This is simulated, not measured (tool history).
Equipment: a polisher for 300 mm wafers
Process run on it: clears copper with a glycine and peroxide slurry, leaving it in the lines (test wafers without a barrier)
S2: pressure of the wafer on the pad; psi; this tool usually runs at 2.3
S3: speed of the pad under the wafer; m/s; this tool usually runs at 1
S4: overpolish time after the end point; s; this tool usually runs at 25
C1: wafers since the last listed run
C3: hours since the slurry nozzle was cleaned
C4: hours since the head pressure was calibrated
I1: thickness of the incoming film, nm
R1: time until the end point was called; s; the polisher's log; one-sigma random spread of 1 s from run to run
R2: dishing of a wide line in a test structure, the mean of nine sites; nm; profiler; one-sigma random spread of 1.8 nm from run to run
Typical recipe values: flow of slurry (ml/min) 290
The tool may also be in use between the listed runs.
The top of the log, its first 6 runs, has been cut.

-- day=3.192 head pressure recalibrated
run 7 day=3.421 | flow_of_slurry_(ml/min)=330 S2=2.3 S3=0.9 S4=25 | C1=67 wafers_polished_on_this_pad=795 C3=742.9 C4=5.5 | I1=538.3 | R1=107.5 R2=71
run 8 day=3.779 | flow_of_slurry_(ml/min)=330 S2=2.3 S3=0.9 S4=25 | C1=78 wafers_polished_on_this_pad=873 C3=751.5 C4=14.1 | I1=530.6 | R1=108.4 R2=76.4
run 9 day=4.188 | flow_of_slurry_(ml/min)=330 S2=2.3 S3=0.9 S4=25 | C1=89 wafers_polished_on_this_pad=962 C3=761.3 C4=23.9 | I1=530.5 | R1=105.6 R2=74.4
-- day=4.404 worn pad replaced by a new one
run 10 day=4.446 | flow_of_slurry_(ml/min)=290 S2=2.3 S3=1 S4=22 | C1=20 wafers_polished_on_this_pad=9 C3=767.5 C4=30.1 | I1=523.9 | R1=99.1 R2=67.7
-- day=4.583 slurry nozzle cleaned
run 11 day=4.704 | flow_of_slurry_(ml/min)=290 S2=2.3 S3=1 S4=22 | C1=47 wafers_polished_on_this_pad=56 C3=2.9 C4=36.3 | I1=541.1 | R1=94.4 R2=74.4
run 12 day=5.296 | flow_of_slurry_(ml/min)=290 S2=2.3 S3=1 S4=22 | C1=129 wafers_polished_on_this_pad=185 C3=17.1 C4=50.5 | I1=528 | R1=94.5 R2=69.6
run 13 day=6 | flow_of_slurry_(ml/min)=290 S2=2.3 S3=1 S4=25 | C1=153 wafers_polished_on_this_pad=339 C3=34 C4=67.4 | I1=525.8 | R1=94 R2=82.2
run 14 day=6.358 | flow_of_slurry_(ml/min)=290 S2=2.3 S3=1 S4=25 | C1=78 wafers_polished_on_this_pad=417 C3=42.6 C4=76 | I1=536.1 | R1=95 R2=80.4
run 15 day=6.792 | flow_of_slurry_(ml/min)=290 S2=2.3 S3=1 S4=25 | C1=94 wafers_polished_on_this_pad=512 C3=53 C4=86.4 | I1=530.8 | R1=94.7 R2=79.1
run 16 day=7.342 | flow_of_slurry_(ml/min)=290 S2=2.9 S3=1 S4=39 | C1=120 wafers_polished_on_this_pad=632 C3=66.2 C4=99.6 | I1=530.8 | R1=79.1 R2=119.9
run 17 day=7.6 | flow_of_slurry_(ml/min)=290 S2=1.8 S3=1.22 S4=25 | C1=56 wafers_polished_on_this_pad=688 C3=72.4 C4=105.8 | I1=528.2 | R1=96.8 R2=74.7
run 18 day=7.858 | flow_of_slurry_(ml/min)=290 S2=2.3 S3=0.9 S4=19 | C1=56 wafers_polished_on_this_pad=745 C3=78.6 C4=112 | I1=536.7 | R1=104.3 R2=60.3
run 19 day=8.371 | flow_of_slurry_(ml/min)=290 S2=2.3 S3=1 S4=25 | C1=111 wafers_polished_on_this_pad=857 C3=90.9 C4=124.3 | I1=538.7 | R1=95.2 R2=81.8
-- day=9.042 worn pad replaced by a new one
run 20 day=9.062 | flow_of_slurry_(ml/min)=290 S2=2.3 S3=1 S4=19 | C1=114 wafers_polished_on_this_pad=4 C3=107.5 C4=140.9 | I1=521.7 | R1=91.1 R2=64.4
run 21 day=9.229 | flow_of_slurry_(ml/min)=195 S2=2.1 S3=1 S4=25 | C1=36 wafers_polished_on_this_pad=40 C3=111.5 C4=144.9 | I1=524.5 | R1=108.9 R2=71.7
run 22 day=9.858 | flow_of_slurry_(ml/min)=290 S2=2.3 S3=1 S4=25 | C1=137 wafers_polished_on_this_pad=178 C3=126.6 C4=160 | I1=533.8 | R1=95.3 R2=82.5
run 23 day=10.467 | flow_of_slurry_(ml/min)=290 S2=2.3 S3=1 S4=25 | C1=132 wafers_polished_on_this_pad=310 C3=141.2 C4=174.6 | I1=530.8 | R1=95.5 R2=77.2

Estimate the outcome of run 24 from the log above:
run 24 day=11.004 | flow_of_slurry_(ml/min)=220 S2=2.9 S3=0.82 S4=34 | C1=117 wafers_polished_on_this_pad=428 C3=154.1 C4=187.5 | I1=527.5 | R1=? R2=?

Run 24 measured R1 94.9 s, R2 96.4 nm.
With no hidden state in the tool, this same run would have given R1 94.6 s, R2 96.6 nm.
